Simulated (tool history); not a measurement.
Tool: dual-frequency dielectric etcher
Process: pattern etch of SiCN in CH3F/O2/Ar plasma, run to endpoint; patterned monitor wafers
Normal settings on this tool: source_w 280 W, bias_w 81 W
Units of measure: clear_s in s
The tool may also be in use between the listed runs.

| run | day | source_w | bias_w | wafers since the last listed run | hours since the last wet clean | hours since the last source power generator calibration | hours since the last bias power generator calibration | hours since the last upper electrode change | incoming incoming film thickness, nm | clear_s |
|---|---|---|---|---|---|---|---|---|---|---|
| 1 | 0.000 | 280 | 81 | 0 | 433.5 | 2665.7 | 3894.9 | 2969.1 | 10.00 | 28.2 |
|  | 1.742 | wet clean of the chamber |
| 2 | 1.762 | 280 | 81 | 178 | 0.5 | 2708.0 | 3937.2 | 3011.4 | 9.84 | 29.6 |
| 3 | 3.771 | 280 | 81 | 469 | 48.7 | 2756.2 | 3985.4 | 3059.6 | 9.98 | 30.0 |
| 4 | 5.150 | 280 | 81 | 322 | 81.8 | 2789.3 | 4018.5 | 3092.7 | 10.00 | 30.0 |
| 5 | 6.258 | 230 | 75 | 259 | 108.4 | 2815.9 | 4045.1 | 3119.3 | 9.91 | 32.4 |
| 6 | 7.279 | 230 | 75 | 238 | 132.9 | 2840.4 | 4069.6 | 3143.8 | 10.03 | 33.0 |
| 7 | 7.833 | 230 | 75 | 129 | 146.2 | 2853.7 | 4082.9 | 3157.1 | 9.99 | 32.9 |
| 8 | 9.138 | 280 | 81 | 305 | 177.5 | 2885.0 | 4114.2 | 3188.4 | 9.99 | 29.4 |
|  | 10.150 | bias power generator calibrated |
| 9 | 10.317 | 280 | 81 | 236 | 205.8 | 2913.3 | 4.0 | 3216.7 | 10.10 | 29.7 |
|  | 11.783 | upper electrode replaced |
| 10 | 11.804 | 280 | 81 | 114 | 241.5 | 2949.0 | 39.7 | 0.5 | 9.93 | 28.9 |
|  | 12.104 | source power generator calibrated |
| 11 | 12.738 | 280 | 81 | 179 | 263.9 | 15.2 | 62.1 | 22.9 | 10.03 | 29.1 |
| 12 | 14.221 | 300 | 75 | 346 | 299.5 | 50.8 | 97.7 | 58.5 | 9.94 | 29.1 |
| 13 | 15.333 | 300 | 75 | 260 | 326.2 | 77.5 | 124.4 | 85.2 | 10.08 | 29.7 |
| 14 | 16.238 | 280 | 81 | 211 | 347.9 | 99.2 | 146.1 | 106.9 | 10.07 | 28.9 |
| 15 | 17.567 | 280 | 81 | 310 | 379.8 | 131.1 | 178.0 | 138.8 | 9.96 | 28.4 |
|  | 18.671 | wet clean of the chamber |
| 16 | 18.692 | 280 | 87 | 29 | 0.5 | 158.1 | 205.0 | 165.8 | 9.99 | 28.6 |
| 17 | 18.979 | 330 | 98 | 67 | 7.4 | 165.0 | 211.9 | 172.7 | 9.95 | 25.1 |
| 18 | 20.454 | 230 | 69 | 345 | 42.8 | 200.4 | 247.3 | 208.1 | 10.00 | 35.3 |
| 19 | 24.833 | 340 | 68 | 1024 | 147.9 | 305.5 | 352.4 | 313.2 | 10.07 | 31.0 |
| 20 | 25.675 | 340 | 73 | 196 | 168.1 | 325.7 | 372.6 | 333.4 | 9.99 | 29.4 |
| 21 | 26.758 | 280 | 93 | 253 | 194.1 | 351.7 | 398.6 | 359.4 | 9.97 | 27.0 |
| 22 | 27.596 | 350 | 72 | 195 | 214.2 | 371.8 | 418.7 | 379.5 | 9.98 | 29.2 |
| 23 | 28.238 | 330 | 100 | 150 | 229.6 | 387.2 | 434.1 | 394.9 | 10.05 | 25.1 |
| 24 | 29.354 | 280 | 64 | 261 | 256.4 | 414.0 | 460.9 | 421.7 | 9.97 | 33.8 |
| 25 | 30.050 | 280 | 81 | 162 | 273.1 | 430.7 | 477.6 | 438.4 | 10.02 | 28.9 |
| 26 | 30.612 | 280 | 98 | 131 | 286.6 | 444.2 | 491.1 | 451.9 | 10.20 | 26.3 |
| 27 | 31.912 | 240 | 87 | 304 | 317.8 | 475.4 | 522.3 | 483.1 | 9.99 | 28.7 |
| 28 | 32.688 | 240 | 81 | 181 | 336.4 | 494.0 | 540.9 | 501.7 | 9.98 | 30.2 |
| 29 | 33.271 | 230 | 75 | 136 | 350.4 | 508.0 | 554.9 | 515.7 | 10.03 | 32.3 |

Describe how what the log doesn't record of the tool's condition differs between the last listed run preceding each entry between runs and the first listed run following it.
Logged between run 1 and run 2: wet clean of the chamber (day 1.742)
  etch rate over this chamber's usual, %: 5.25 -> -1.02
  measured less the result without the state, clear_s: -1.5 -> +0.3 s
Logged between run 8 and run 9: bias power generator calibrated (day 10.150)
  etch rate over this chamber's usual, %: 1.13 -> 1.47
  measured less the result without the state, clear_s: -0.3 -> -0.4 s
Logged between run 9 and run 10: upper electrode replaced (day 11.783)
  etch rate over this chamber's usual, %: 1.47 -> 1.9
  measured less the result without the state, clear_s: -0.4 -> -0.5 s
Logged between run 10 and run 11: source power generator calibrated (day 12.104)
  etch rate over this chamber's usual, %: 1.9 -> 2.17
  measured less the result without the state, clear_s: -0.5 -> -0.6 s
Logged between run 15 and run 16: wet clean of the chamber (day 18.671)
  etch rate over this chamber's usual, %: 3.57 -> -0.814
  measured less the result without the state, clear_s: -1.0 -> +0.3 s
